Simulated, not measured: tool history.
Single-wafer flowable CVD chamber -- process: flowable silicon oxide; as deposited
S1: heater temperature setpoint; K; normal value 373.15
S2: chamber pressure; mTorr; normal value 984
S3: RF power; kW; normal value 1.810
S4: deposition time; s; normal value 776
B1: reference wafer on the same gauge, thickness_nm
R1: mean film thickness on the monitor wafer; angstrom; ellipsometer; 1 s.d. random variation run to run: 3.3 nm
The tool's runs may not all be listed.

Run 1, hour 0.0: usual settings; B1 731.863. Result: R1 6277.01 angstrom.
At hour 23.7: capacitance manometer re-zeroed and calibrated.
Run 2, hour 140.7: usual settings; B1 731.396. Result: R1 6397.43 angstrom.
Run 3, hour 204.3: usual settings; B1 733.366. Result: R1 6379.25 angstrom.
Run 4, hour 254.4: usual settings; B1 732.480. Result: R1 6348.70 angstrom.
Run 5, hour 299.3: usual settings; B1 732.337. Result: R1 6371.11 angstrom.
Run 6, hour 365.7: usual settings; B1 733.049. Result: R1 6327.97 angstrom.
Run 7, hour 421.3: usual settings; B1 734.126. Result: R1 6323.38 angstrom.
Run 8, hour 480.4: usual settings; B1 732.873. Result: R1 6355.87 angstrom.
Run 9, hour 548.3: usual settings; B1 730.859. Result: R1 6264.84 angstrom.
Run 10, hour 581.3: usual settings; B1 731.145. Result: R1 6288.30 angstrom.
At hour 624.0: gauge calibrated.
Run 11, hour 641.9: usual settings; B1 730.417. Result: R1 6230.37 angstrom.
At hour 679.7: RF generator calibrated.
Run 12, hour 707.7: usual settings; B1 733.288. Result: R1 6411.46 angstrom.
At hour 753.2: thermocouple changed; heater temperature recalibrated.
Run 13, hour 768.8: usual settings but S1 360.15 K, S2 797 mTorr, S4 694 s; B1 731.844. Result: R1 6920.03 angstrom.
At hour 875.8: showerhead replaced.
Run 14, hour 936.4: usual settings but S1 359.15 K; B1 731.996. Result: R1 9384.26 angstrom.
Run 15, hour 983.9: usual settings but S1 368.15 K, S2 1209 mTorr, S4 907 s; B1 733.227. Result: R1 10230.79 angstrom.
Run 16, hour 1010.9: usual settings but S3 1.700 kW; B1 733.135. Result: R1 6249.38 angstrom.
Run 17, hour 1072.6: usual settings; B1 730.533. Result: R1 6381.43 angstrom.
At hour 1108.2: capacitance manometer re-zeroed and calibrated.
Run 18, hour 1122.1: usual settings; B1 731.139. Result: R1 6440.25 angstrom.
Run 19, hour 1147.6: usual settings; B1 730.719. Result: R1 6395.76 angstrom.
Run 20, hour 1191.6: usual settings but S2 1095 mTorr, S4 897 s; B1 734.134. Result: R1 8104.94 angstrom.
Run 21, hour 1218.0: usual settings but S3 1.695 kW, S4 662 s; B1 732.948. Result: R1 5350.26 angstrom.
Run 22, hour 1260.9: usual settings but S1 380.15 K, S2 1087 mTorr, S3 1.720 kW, S4 857 s; B1 731.872. Result: R1 6186.46 angstrom.
Run 23, hour 1288.6: usual settings but S4 648 s; B1 731.562. Result: R1 5299.00 angstrom.
Run 24, hour 1352.4: usual settings but S2 915 mTorr, S3 1.585 kW, S4 862 s; B1 731.142. Result: R1 6472.82 angstrom.
Run 25, hour 1389.6: usual settings but S2 1078 mTorr; B1 731.873. Result: R1 6874.74 angstrom.
Run 26, hour 1436.4: usual settings but S1 359.15 K, S2 861 mTorr, S4 621 s; B1 731.921. Result: R1 6742.64 angstrom.
Run 27, hour 1499.7: usual settings but S1 364.15 K, S2 1216 mTorr, S3 2.135 kW; B1 730.729. Result: R1 10152.50 angstrom.

For some of the steps in R1 from one run to the next: how much would appear even if the tool had no hidden state, given the settings, what came in and random variation, and how much remains for the hidden state plus any gauge scatter that the measured result and the result without hidden state don't share?
The hidden state here: wafer temperature above the value expected at the setpoint (K); delivered RF power above the setpoint (%); true pressure above the setpoint (%); gauge reads high (%).
Run 1 -> 2: capacitance manometer re-zeroed and calibrated. R1 +120.42 angstrom: hidden state +130.20, all else -9.78.
Run 15 -> 16: S1 368.15 -> 373.15, S2 1209 -> 984, S3 1.810 -> 1.700, S4 907 -> 776. R1 -3981.41 angstrom: hidden state +92.19, all else -4073.60.
Run 17 -> 18: capacitance manometer re-zeroed and calibrated. R1 +58.82 angstrom: hidden state +155.73, all else -96.91.
Run 26 -> 27: S1 359.15 -> 364.15, S2 861 -> 1216, S3 1.810 -> 2.135, S4 621 -> 776. R1 +3409.86 angstrom: hidden state -64.92, all else +3474.78.

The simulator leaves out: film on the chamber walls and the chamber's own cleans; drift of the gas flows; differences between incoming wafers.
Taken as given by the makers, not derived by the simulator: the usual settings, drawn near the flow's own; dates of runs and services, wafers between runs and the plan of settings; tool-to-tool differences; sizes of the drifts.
